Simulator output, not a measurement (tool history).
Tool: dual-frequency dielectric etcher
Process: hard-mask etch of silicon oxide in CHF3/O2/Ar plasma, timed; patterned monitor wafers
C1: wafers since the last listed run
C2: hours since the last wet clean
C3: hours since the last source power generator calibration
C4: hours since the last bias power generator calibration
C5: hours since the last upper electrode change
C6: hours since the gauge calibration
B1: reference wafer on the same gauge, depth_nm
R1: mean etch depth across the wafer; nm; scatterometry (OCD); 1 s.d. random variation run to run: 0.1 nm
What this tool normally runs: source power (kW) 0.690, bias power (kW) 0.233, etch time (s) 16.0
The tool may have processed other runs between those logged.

run 1 hour=0.0 | source_power_(kW)=0.690 bias_power_(kW)=0.233 etch_time_(s)=16.0 | C1=0 C2=229.4 C3=2528.8 C4=4007.8 C5=3745.3 C6=1866.8 | B1=32.21 | R1=34.60
-- hour=21.3 bias power generator calibrated
run 2 hour=65.5 | source_power_(kW)=0.690 bias_power_(kW)=0.233 etch_time_(s)=16.0 | C1=1271 C2=294.9 C3=2594.3 C4=44.2 C5=3810.8 C6=1932.3 | B1=32.20 | R1=34.44
run 3 hour=116.8 | source_power_(kW)=0.690 bias_power_(kW)=0.233 etch_time_(s)=16.0 | C1=1060 C2=346.2 C3=2645.6 C4=95.5 C5=3862.1 C6=1983.6 | B1=32.20 | R1=34.30
run 4 hour=176.7 | source_power_(kW)=0.610 bias_power_(kW)=0.281 etch_time_(s)=13.5 | C1=1238 C2=406.1 C3=2705.5 C4=155.4 C5=3922.0 C6=2043.5 | B1=32.19 | R1=29.22
run 5 hour=222.1 | source_power_(kW)=0.690 bias_power_(kW)=0.215 etch_time_(s)=11.5 | C1=938 C2=451.5 C3=2750.9 C4=200.8 C5=3967.4 C6=2088.9 | B1=32.19 | R1=23.97
-- hour=258.9 wet clean of the chamber
run 6 hour=277.7 | source_power_(kW)=0.570 bias_power_(kW)=0.233 etch_time_(s)=14.0 | C1=653 C2=18.8 C3=2806.5 C4=256.4 C5=4023.0 C6=2144.5 | B1=32.21 | R1=28.56
run 7 hour=330.4 | source_power_(kW)=0.690 bias_power_(kW)=0.250 etch_time_(s)=16.0 | C1=1089 C2=71.5 C3=2859.2 C4=309.1 C5=4075.7 C6=2197.2 | B1=32.19 | R1=35.45
run 8 hour=393.2 | source_power_(kW)=0.690 bias_power_(kW)=0.184 etch_time_(s)=13.5 | C1=1298 C2=134.3 C3=2922.0 C4=371.9 C5=4138.5 C6=2260.0 | B1=32.19 | R1=27.53
run 9 hour=439.5 | source_power_(kW)=0.790 bias_power_(kW)=0.233 etch_time_(s)=18.0 | C1=957 C2=180.6 C3=2968.3 C4=418.2 C5=4184.8 C6=2306.3 | B1=32.21 | R1=40.75
run 10 hour=475.5 | source_power_(kW)=0.690 bias_power_(kW)=0.233 etch_time_(s)=17.0 | C1=744 C2=216.6 C3=3004.3 C4=454.2 C5=4220.8 C6=2342.3 | B1=32.18 | R1=36.52
run 11 hour=515.8 | source_power_(kW)=0.690 bias_power_(kW)=0.233 etch_time_(s)=16.0 | C1=833 C2=256.9 C3=3044.6 C4=494.5 C5=4261.1 C6=2382.6 | B1=32.19 | R1=34.43
run 12 hour=561.5 | source_power_(kW)=0.690 bias_power_(kW)=0.233 etch_time_(s)=16.0 | C1=945 C2=302.6 C3=3090.3 C4=540.2 C5=4306.8 C6=2428.3 | B1=32.20 | R1=34.26
-- hour=595.6 source power generator calibrated
-- hour=649.2 upper electrode replaced, of another model than before
run 13 hour=649.7 | source_power_(kW)=0.630 bias_power_(kW)=0.287 etch_time_(s)=16.0 | C1=1244 C2=390.8 C3=54.1 C4=628.4 C5=0.5 C6=2516.5 | B1=32.20 | R1=37.04
run 14 hour=697.1 | source_power_(kW)=0.690 bias_power_(kW)=0.184 etch_time_(s)=13.5 | C1=980 C2=438.2 C3=101.5 C4=675.8 C5=47.9 C6=2563.9 | B1=32.19 | R1=25.63
-- hour=754.8 wet clean of the chamber
run 15 hour=755.3 | source_power_(kW)=0.690 bias_power_(kW)=0.233 etch_time_(s)=16.0 | C1=707 C2=0.5 C3=159.7 C4=734.0 C5=106.1 C6=2622.1 | B1=32.22 | R1=34.92
-- hour=756.5 gauge calibrated
run 16 hour=808.6 | source_power_(kW)=0.690 bias_power_(kW)=0.233 etch_time_(s)=16.0 | C1=1102 C2=53.8 C3=213.0 C4=787.3 C5=159.4 C6=52.1 | B1=32.21 | R1=34.84
run 17 hour=843.8 | source_power_(kW)=0.830 bias_power_(kW)=0.233 etch_time_(s)=16.0 | C1=727 C2=89.0 C3=248.2 C4=822.5 C5=194.6 C6=87.3 | B1=32.19 | R1=36.79
run 18 hour=886.7 | source_power_(kW)=0.690 bias_power_(kW)=0.233 etch_time_(s)=19.5 | C1=887 C2=131.9 C3=291.1 C4=865.4 C5=237.5 C6=130.2 | B1=32.20 | R1=42.42
run 19 hour=922.6 | source_power_(kW)=0.690 bias_power_(kW)=0.189 etch_time_(s)=16.0 | C1=742 C2=167.8 C3=327.0 C4=901.3 C5=273.4 C6=166.1 | B1=32.20 | R1=31.18
run 20 hour=973.0 | source_power_(kW)=0.690 bias_power_(kW)=0.212 etch_time_(s)=17.5 | C1=1042 C2=218.2 C3=377.4 C4=951.7 C5=323.8 C6=216.5 | B1=32.18 | R1=36.26
run 21 hour=1009.0 | source_power_(kW)=0.650 bias_power_(kW)=0.288 etch_time_(s)=20.0 | C1=744 C2=254.2 C3=413.4 C4=987.7 C5=359.8 C6=252.5 | B1=32.22 | R1=47.42
run 22 hour=1064.7 | source_power_(kW)=0.530 bias_power_(kW)=0.210 etch_time_(s)=16.0 | C1=1151 C2=309.9 C3=469.1 C4=1043.4 C5=415.5 C6=308.2 | B1=32.22 | R1=30.56
run 23 hour=1101.8 | source_power_(kW)=0.810 bias_power_(kW)=0.233 etch_time_(s)=19.5 | C1=767 C2=347.0 C3=506.2 C4=1080.5 C5=452.6 C6=345.3 | B1=32.21 | R1=44.02
run 24 hour=1128.3 | source_power_(kW)=0.690 bias_power_(kW)=0.233 etch_time_(s)=16.0 | C1=548 C2=373.5 C3=532.7 C4=1107.0 C5=479.1 C6=371.8 | B1=32.19 | R1=34.35
run 25 hour=1187.5 | source_power_(kW)=0.800 bias_power_(kW)=0.260 etch_time_(s)=12.0 | C1=1224 C2=432.7 C3=591.9 C4=1166.2 C5=538.3 C6=431.0 | B1=32.21 | R1=28.35
run 26 hour=1213.3 | source_power_(kW)=0.690 bias_power_(kW)=0.233 etch_time_(s)=16.0 | C1=533 C2=458.5 C3=617.7 C4=1192.0 C5=564.1 C6=456.8 | B1=32.20 | R1=34.43
-- hour=1262.0 wet clean of the chamber
run 27 hour=1273.0 | source_power_(kW)=0.540 bias_power_(kW)=0.233 etch_time_(s)=16.0 | C1=738 C2=11.0 C3=677.4 C4=1251.7 C5=623.8 C6=516.5 | B1=32.20 | R1=32.52
run 28 hour=1315.0 | source_power_(kW)=0.740 bias_power_(kW)=0.180 etch_time_(s)=14.5 | C1=868 C2=53.0 C3=719.4 C4=1293.7 C5=665.8 C6=558.5 | B1=32.21 | R1=28.23

The same runs without the tool's hidden state, with the same run-to-run variation:
The tool's hidden condition here consists of: etch rate over this chamber's usual, %; source power that arrives over what is set, %; bias power that arrives over what is set, %; gauge reads high (%).
run=1 R1=35.01
run=2 R1=34.96
run=3 R1=34.91
run=4 R1=29.82
run=5 R1=24.52
run=6 R1=28.59
run=7 R1=35.58
run=8 R1=27.72
run=9 R1=41.12
run=10 R1=36.91
run=11 R1=34.87
run=12 R1=34.78
run=13 R1=37.76
run=14 R1=26.19
run=15 R1=34.78
run=16 R1=34.79
run=17 R1=36.80
run=18 R1=42.52
run=19 R1=31.31
run=20 R1=36.50
run=21 R1=47.82
run=22 R1=30.90
run=23 R1=44.59
run=24 R1=34.84
run=25 R1=28.84
run=26 R1=35.06
run=27 R1=32.68
run=28 R1=28.43

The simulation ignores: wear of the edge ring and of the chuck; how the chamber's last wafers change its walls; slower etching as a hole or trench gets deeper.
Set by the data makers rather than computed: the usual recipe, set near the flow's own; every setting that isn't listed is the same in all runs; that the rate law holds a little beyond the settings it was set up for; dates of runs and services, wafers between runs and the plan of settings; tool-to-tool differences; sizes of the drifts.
